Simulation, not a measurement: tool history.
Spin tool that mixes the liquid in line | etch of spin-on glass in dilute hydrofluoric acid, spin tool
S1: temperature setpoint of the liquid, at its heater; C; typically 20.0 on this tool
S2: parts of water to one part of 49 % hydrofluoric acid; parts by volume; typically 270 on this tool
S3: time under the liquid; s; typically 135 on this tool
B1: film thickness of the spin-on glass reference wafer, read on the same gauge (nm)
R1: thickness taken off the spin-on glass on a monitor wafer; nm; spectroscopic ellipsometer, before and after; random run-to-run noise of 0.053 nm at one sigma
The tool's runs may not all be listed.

run,hour,S1,S2,S3,B1,R1
1,0.0,20.0,270,135,110.00,12.25
2,15.0,20.0,270,135,110.00,12.29
3,31.1,20.0,270,135,110.02,12.21
4,41.2,20.0,270,135,109.99,12.16
5,49.7,20.0,270,135,109.99,12.16
# hour 99.8: gauge calibrated
6,102.4,20.0,245,135,110.00,13.67
7,110.4,20.0,245,135,109.98,13.78
# hour 119.5: thermometer replaced
8,121.8,20.0,245,135,110.00,15.21
9,135.9,20.0,270,135,110.00,13.27
10,145.4,20.0,355,135,110.01,9.43
# hour 150.1: hydrofluoric acid flow meter replaced
11,159.7,20.0,270,100,110.00,9.84
12,168.6,24.0,225,135,110.01,19.50
13,177.5,20.0,140,60,109.98,12.98
14,184.9,17.0,270,200,110.00,17.77
15,199.9,20.0,140,135,110.00,29.18
16,215.5,20.0,270,135,109.98,13.35
17,223.4,20.0,150,80,110.00,16.00
18,233.9,23.5,270,85,109.98,9.57
19,244.2,20.0,270,135,110.00,13.38
20,252.8,24.0,320,170,110.01,15.62
21,267.2,20.0,270,135,110.00,13.39

What if the next run were any one of these 4? Each begins from the tool's condition after run 21:
A,267.7,20.0,270,135,?,?
B,267.7,17.0,205,90,?,?
C,267.7,17.5,380,210,?,?
D,267.7,22.0,230,75,?,?

run,B1,R1
A,110.04,13.41
B,110.04,11.12
C,110.04,12.31
D,110.04,9.78
What these runs would have given with no unlogged condition in the tool:
run,R1
A,13.51
B,11.22
C,12.41
D,9.86

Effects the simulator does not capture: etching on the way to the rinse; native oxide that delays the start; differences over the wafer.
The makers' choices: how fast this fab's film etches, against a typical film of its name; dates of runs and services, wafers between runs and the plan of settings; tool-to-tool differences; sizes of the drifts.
